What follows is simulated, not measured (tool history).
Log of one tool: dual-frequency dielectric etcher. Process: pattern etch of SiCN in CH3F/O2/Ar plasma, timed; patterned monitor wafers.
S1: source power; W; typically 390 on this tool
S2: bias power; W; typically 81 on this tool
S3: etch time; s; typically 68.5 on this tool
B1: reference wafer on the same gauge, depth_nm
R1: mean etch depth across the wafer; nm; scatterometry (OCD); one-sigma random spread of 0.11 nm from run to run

{"run": 1, "hour": 0.0, "S1": 390, "S2": 81, "S3": 68.5, "B1": 32.63, "R1": 27.47}
{"run": 2, "hour": 33.0, "S1": 390, "S2": 81, "S3": 68.5, "B1": 32.62, "R1": 27.55}
{"run": 3, "hour": 99.9, "S1": 390, "S2": 81, "S3": 68.5, "B1": 32.6, "R1": 27.6}
{"run": 4, "hour": 131.6, "S1": 430, "S2": 81, "S3": 68.5, "B1": 32.6, "R1": 28.97}
{"run": 5, "hour": 163.8, "S1": 390, "S2": 76, "S3": 68.5, "B1": 32.61, "R1": 26.81}
{"run": 6, "hour": 194.6, "S1": 390, "S2": 76, "S3": 68.5, "B1": 32.6, "R1": 26.92}
{"run": 7, "hour": 247.4, "S1": 390, "S2": 81, "S3": 68.5, "B1": 32.61, "R1": 27.25}
{"hour": 323.8, "done": "wet clean of the chamber"}
{"run": 8, "hour": 324.3, "S1": 390, "S2": 81, "S3": 68.5, "B1": 32.58, "R1": 27.97}
{"run": 9, "hour": 363.1, "S1": 390, "S2": 81, "S3": 68.5, "B1": 32.57, "R1": 28.03}
{"hour": 373.8, "done": "bias power generator calibrated"}
{"run": 10, "hour": 411.8, "S1": 390, "S2": 81, "S3": 68.5, "B1": 32.61, "R1": 27.93}
{"run": 11, "hour": 445.7, "S1": 390, "S2": 81, "S3": 68.5, "B1": 32.59, "R1": 27.82}
{"hour": 451.4, "done": "gauge calibrated"}
{"run": 12, "hour": 490.3, "S1": 320, "S2": 62, "S3": 51.0, "B1": 32.63, "R1": 16.97}
{"run": 13, "hour": 559.0, "S1": 330, "S2": 81, "S3": 68.5, "B1": 32.62, "R1": 25.11}
{"hour": 604.4, "done": "upper electrode replaced"}
{"run": 14, "hour": 607.4, "S1": 490, "S2": 99, "S3": 50.0, "B1": 32.64, "R1": 24.28}
{"run": 15, "hour": 640.7, "S1": 470, "S2": 81, "S3": 79.5, "B1": 32.63, "R1": 35.46}
{"run": 16, "hour": 700.2, "S1": 460, "S2": 90, "S3": 60.5, "B1": 32.63, "R1": 27.4}
{"hour": 718.2, "done": "source power generator calibrated"}
{"run": 17, "hour": 734.3, "S1": 390, "S2": 63, "S3": 83.5, "B1": 32.62, "R1": 31.05}
{"run": 18, "hour": 799.0, "S1": 460, "S2": 101, "S3": 75.0, "B1": 32.55, "R1": 34.93}
{"run": 19, "hour": 845.6, "S1": 330, "S2": 98, "S3": 68.5, "B1": 32.58, "R1": 25.99}
{"hour": 884.1, "done": "wet clean of the chamber"}
{"run": 20, "hour": 898.8, "S1": 390, "S2": 81, "S3": 68.5, "B1": 32.64, "R1": 27.98}

What if the next run were any one of these 4? Each begins from the tool's condition after run 20:
{"run": "A", "hour": 899.2, "S1": 390, "S2": 81, "S3": 68.5, "B1": "?", "R1": "?"}
{"run": "B", "hour": 899.2, "S1": 470, "S2": 74, "S3": 56.5, "B1": "?", "R1": "?"}
{"run": "C", "hour": 899.2, "S1": 460, "S2": 81, "S3": 68.5, "B1": "?", "R1": "?"}
{"run": "D", "hour": 899.2, "S1": 440, "S2": 99, "S3": 88.5, "B1": "?", "R1": "?"}

run=A B1=32.62 R1=27.82
run=B B1=32.62 R1=24.89
run=C B1=32.62 R1=30.58
run=D B1=32.62 R1=40.87
With no hidden state in the tool, these same runs would have given:
run=A R1=27.91
run=B R1=24.97
run=C R1=30.68
run=D R1=41.01

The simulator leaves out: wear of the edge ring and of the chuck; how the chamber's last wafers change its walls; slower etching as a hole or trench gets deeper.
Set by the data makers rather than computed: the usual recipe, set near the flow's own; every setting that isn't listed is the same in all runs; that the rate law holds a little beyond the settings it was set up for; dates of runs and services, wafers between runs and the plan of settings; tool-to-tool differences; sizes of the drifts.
